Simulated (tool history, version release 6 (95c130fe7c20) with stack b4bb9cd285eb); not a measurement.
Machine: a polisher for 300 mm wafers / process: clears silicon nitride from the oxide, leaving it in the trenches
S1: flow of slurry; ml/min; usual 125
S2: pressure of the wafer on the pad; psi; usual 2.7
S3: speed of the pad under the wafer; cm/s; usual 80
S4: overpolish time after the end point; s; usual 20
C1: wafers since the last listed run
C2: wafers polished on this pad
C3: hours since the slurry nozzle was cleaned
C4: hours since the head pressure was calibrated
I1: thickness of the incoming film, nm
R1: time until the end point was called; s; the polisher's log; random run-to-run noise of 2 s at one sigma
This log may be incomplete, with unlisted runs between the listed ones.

Run 1, hour 0.0: usual settings; C1 0; C2 311; C3 69.4; C4 1442.3; I1 90.1. Result: R1 111.2 s.
Run 2, hour 34.5: usual settings; C1 248; C2 560; C3 103.9; C4 1476.8; I1 90.4. Result: R1 112.5 s.
Run 3, hour 65.5: usual settings; C1 223; C2 783; C3 134.9; C4 1507.8; I1 90.0. Result: R1 114.4 s.
Run 4, hour 99.3: usual settings; C1 243; C2 1027; C3 168.7; C4 1541.6; I1 91.2. Result: R1 127.2 s.
At hour 114.2: worn pad replaced by a new one.
Run 5, hour 128.3: usual settings; C1 180; C2 101; C3 197.7; C4 1570.6; I1 89.4. Result: R1 111.3 s.
Run 6, hour 149.8: usual settings; C1 154; C2 256; C3 219.2; C4 1592.1; I1 89.5. Result: R1 113.2 s.
At hour 161.8: head pressure recalibrated.
Run 7, hour 184.2: usual settings but S2 2.9 psi; C1 233; C2 489; C3 253.6; C4 22.4; I1 89.4. Result: R1 103.5 s.
Run 8, hour 212.8: usual settings but S2 2.9 psi; C1 206; C2 695; C3 282.2; C4 51.0; I1 89.6. Result: R1 106.0 s.
Run 9, hour 245.9: usual settings but S2 2.9 psi; C1 238; C2 934; C3 315.3; C4 84.1; I1 90.2. Result: R1 110.7 s.
Run 10, hour 265.4: usual settings; C1 140; C2 1074; C3 334.8; C4 103.6; I1 90.2. Result: R1 124.4 s.
At hour 299.2: worn pad replaced by a new one.
Run 11, hour 299.7: usual settings but S3 98 cm/s; C1 218; C2 3; C3 369.1; C4 137.9; I1 88.9. Result: R1 89.9 s.
Run 12, hour 318.3: usual settings but S1 150 ml/min, S2 2.1 psi; C1 133; C2 137; C3 387.7; C4 156.5; I1 89.8. Result: R1 141.2 s.
At hour 339.7: slurry nozzle cleaned.
Run 13, hour 342.8: usual settings but S1 165 ml/min, S3 70 cm/s; C1 169; C2 307; C3 3.1; C4 181.0; I1 89.3. Result: R1 124.2 s.
Run 14, hour 368.8: usual settings; C1 187; C2 494; C3 29.1; C4 207.0; I1 91.8. Result: R1 120.4 s.
Run 15, hour 388.7: usual settings but S2 2.4 psi; C1 143; C2 637; C3 49.0; C4 226.9; I1 90.0. Result: R1 134.9 s.
Run 16, hour 411.1: usual settings but S1 155 ml/min, S2 3.3 psi, S4 10 s; C1 161; C2 799; C3 71.4; C4 249.3; I1 91.3. Result: R1 96.5 s.
Run 17, hour 443.3: usual settings but S1 140 ml/min, S2 2.0 psi, S3 92 cm/s, S4 32 s; C1 231; C2 1031; C3 103.6; C4 281.5; I1 90.2. Result: R1 144.2 s.
Run 18, hour 455.4: usual settings but S2 3.5 psi, S4 26 s; C1 87; C2 1118; C3 115.7; C4 293.6; I1 90.2. Result: R1 98.1 s.
At hour 461.4: worn pad replaced by a new one.
Run 19, hour 476.7: usual settings but S3 92 cm/s, S4 9 s; C1 124; C2 110; C3 137.0; C4 314.9; I1 89.7. Result: R1 97.3 s.
Run 20, hour 490.3: usual settings but S2 2.4 psi; C1 97; C2 208; C3 150.6; C4 328.5; I1 89.0. Result: R1 126.5 s.
Run 21, hour 515.9: usual settings; C1 184; C2 392; C3 176.2; C4 354.1; I1 89.4. Result: R1 113.7 s.

What differs in the tool's unlogged condition from the final listed run ahead of each entry between runs to the first listed run following it?
Runs 4 to 5: worn pad replaced by a new one (hour 114.2)
  removal rate lost through wear of the pad, %: 10 -> 1.11
  difference, measured minus the result without the unlogged condition, R1: +12.8 -> +1.2 s
Runs 6 to 7: head pressure recalibrated (hour 161.8)
  removal rate lost through wear of the pad, %: 1.58 -> 3.18
  difference, measured minus the result without the unlogged condition, R1: +1.8 -> +3.3 s
Runs 10 to 11: worn pad replaced by a new one (hour 299.2)
  removal rate lost through wear of the pad, %: 11.1 -> 1.93
  difference, measured minus the result without the unlogged condition, R1: +13.8 -> +1.8 s
Runs 12 to 13: slurry nozzle cleaned (hour 339.7)
  removal rate lost through wear of the pad, %: 2.09 -> 2.77
  difference, measured minus the result without the unlogged condition, R1: +2.9 -> +3.4 s
Runs 18 to 19: worn pad replaced by a new one (hour 461.4)
  removal rate lost through wear of the pad, %: 12.7 -> 3.3
  difference, measured minus the result without the unlogged condition, R1: +12.5 -> +3.2 s

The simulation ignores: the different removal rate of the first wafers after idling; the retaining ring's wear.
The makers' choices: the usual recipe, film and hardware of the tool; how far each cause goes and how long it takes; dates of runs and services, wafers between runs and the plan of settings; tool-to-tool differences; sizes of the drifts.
